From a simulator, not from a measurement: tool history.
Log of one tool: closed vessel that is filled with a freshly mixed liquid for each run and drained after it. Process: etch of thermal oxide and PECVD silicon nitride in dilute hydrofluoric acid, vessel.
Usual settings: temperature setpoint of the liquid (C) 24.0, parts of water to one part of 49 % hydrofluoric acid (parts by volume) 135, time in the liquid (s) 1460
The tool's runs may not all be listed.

| run | day | temperature setpoint of the liquid (C) | parts of water to one part of 49 % hydrofluoric acid (parts by volume) | time in the liquid (s) | wafers since the last listed run | hours since the thermometer was replaced | hours since the hydrofluoric acid flow meter was replaced | hours since the gauge calibration | read-back film thickness of the thermal oxide reference wafer, read on the same gauge (nm) | read-back film thickness of the PECVD silicon nitride reference wafer, read on the same gauge (nm) | thickness taken off the thermal oxide on a monitor wafer (Å) | thickness taken off the PECVD silicon nitride on a monitor wafer (Å) |
|---|---|---|---|---|---|---|---|---|---|---|---|---|
| 1 | 0.000 | 24.0 | 135 | 1460 | 0 | 2782.7 | 2054.2 | 175.9 | 89.98 | 90.05 | 640.7 | 308.7 |
| 2 | 0.562 | 24.0 | 135 | 1460 | 363 | 2796.2 | 2067.7 | 189.4 | 90.00 | 90.02 | 641.1 | 307.2 |
| 3 | 1.271 | 24.0 | 135 | 1460 | 458 | 2813.2 | 2084.7 | 206.4 | 90.04 | 90.00 | 643.3 | 301.2 |
| 4 | 2.754 | 24.0 | 135 | 1775 | 959 | 2848.8 | 2120.3 | 242.0 | 89.98 | 90.04 | 784.5 | 381.5 |
| 5 | 3.762 | 24.0 | 135 | 1775 | 652 | 2873.0 | 2144.5 | 266.2 | 89.98 | 90.01 | 784.9 | 377.2 |
| 6 | 4.525 | 24.0 | 135 | 1775 | 493 | 2891.3 | 2162.8 | 284.5 | 89.99 | 90.01 | 791.2 | 375.4 |
|  | 4.746 | gauge calibrated |
| 7 | 5.129 | 24.0 | 135 | 1220 | 390 | 2905.8 | 2177.3 | 9.2 | 90.03 | 89.99 | 542.6 | 258.5 |
| 8 | 5.750 | 24.0 | 135 | 1220 | 401 | 2920.7 | 2192.2 | 24.1 | 90.04 | 90.01 | 542.3 | 256.9 |
| 9 | 6.679 | 24.0 | 135 | 1220 | 600 | 2943.0 | 2214.5 | 46.4 | 90.01 | 90.00 | 543.3 | 255.4 |
| 10 | 8.133 | 24.0 | 135 | 1460 | 940 | 2977.9 | 2249.4 | 81.3 | 90.00 | 90.03 | 652.6 | 305.9 |
| 11 | 9.429 | 24.0 | 135 | 1460 | 837 | 3009.0 | 2280.5 | 112.4 | 90.00 | 90.00 | 655.2 | 317.5 |
| 12 | 10.133 | 24.0 | 135 | 790 | 455 | 3025.9 | 2297.4 | 129.3 | 90.02 | 90.00 | 355.7 | 173.8 |
| 13 | 11.029 | 21.0 | 190 | 1745 | 579 | 3047.4 | 2318.9 | 150.8 | 90.02 | 90.02 | 468.2 | 219.9 |
| 14 | 11.562 | 24.0 | 195 | 1460 | 344 | 3060.2 | 2331.7 | 163.6 | 89.98 | 90.03 | 427.5 | 220.6 |
|  | 13.142 | thermometer replaced |
|  | 13.208 | hydrofluoric acid flow meter replaced |
| 15 | 14.975 | 24.0 | 165 | 1460 | 2152 | 44.0 | 42.4 | 245.5 | 89.98 | 89.97 | 419.3 | 201.6 |
|  | 15.388 | gauge calibrated |
| 16 | 16.408 | 24.0 | 135 | 1460 | 926 | 78.4 | 76.8 | 24.5 | 89.98 | 90.00 | 533.2 | 243.9 |
| 17 | 17.412 | 25.5 | 135 | 1460 | 649 | 102.5 | 100.9 | 48.6 | 90.00 | 90.00 | 566.0 | 269.8 |
| 18 | 18.271 | 24.0 | 135 | 1460 | 555 | 123.1 | 121.5 | 69.2 | 89.97 | 89.99 | 536.5 | 242.8 |
| 19 | 19.683 | 29.0 | 115 | 1460 | 913 | 157.0 | 155.4 | 103.1 | 89.99 | 90.01 | 780.4 | 401.4 |
| 20 | 20.558 | 26.0 | 200 | 845 | 565 | 178.0 | 176.4 | 124.1 | 89.95 | 90.02 | 211.0 | 110.6 |
| 21 | 21.183 | 27.0 | 75 | 760 | 404 | 193.0 | 191.4 | 139.1 | 90.00 | 90.03 | 609.6 | 277.2 |

Forecast each of these 3 alternatives for the next run:
| A | 21.229 | 24.0 | 155 | 1460 | 29 | 194.1 | 192.5 | 140.2 | ? | ? | ? | ? |
| B | 21.229 | 24.0 | 135 | 2165 | 29 | 194.1 | 192.5 | 140.2 | ? | ? | ? | ? |
| C | 21.229 | 20.5 | 135 | 1460 | 29 | 194.1 | 192.5 | 140.2 | ? | ? | ? | ? |

| run | read-back film thickness of the thermal oxide reference wafer, read on the same gauge (nm) | read-back film thickness of the PECVD silicon nitride reference wafer, read on the same gauge (nm) | thickness taken off the thermal oxide on a monitor wafer (Å) | thickness taken off the PECVD silicon nitride on a monitor wafer (Å) |
|---|---|---|---|---|
| A | 90.00 | 89.98 | 457.3 | 215.3 |
| B | 90.00 | 89.98 | 796.5 | 366.1 |
| C | 90.00 | 89.98 | 468.2 | 196.1 |
Without the tool's hidden state the same runs would have given:
| run | thickness taken off the thermal oxide on a monitor wafer (Å) | thickness taken off the PECVD silicon nitride on a monitor wafer (Å) |
|---|---|---|
| A | 439.5 | 205.7 |
| B | 765.7 | 349.8 |
| C | 450.0 | 187.3 |
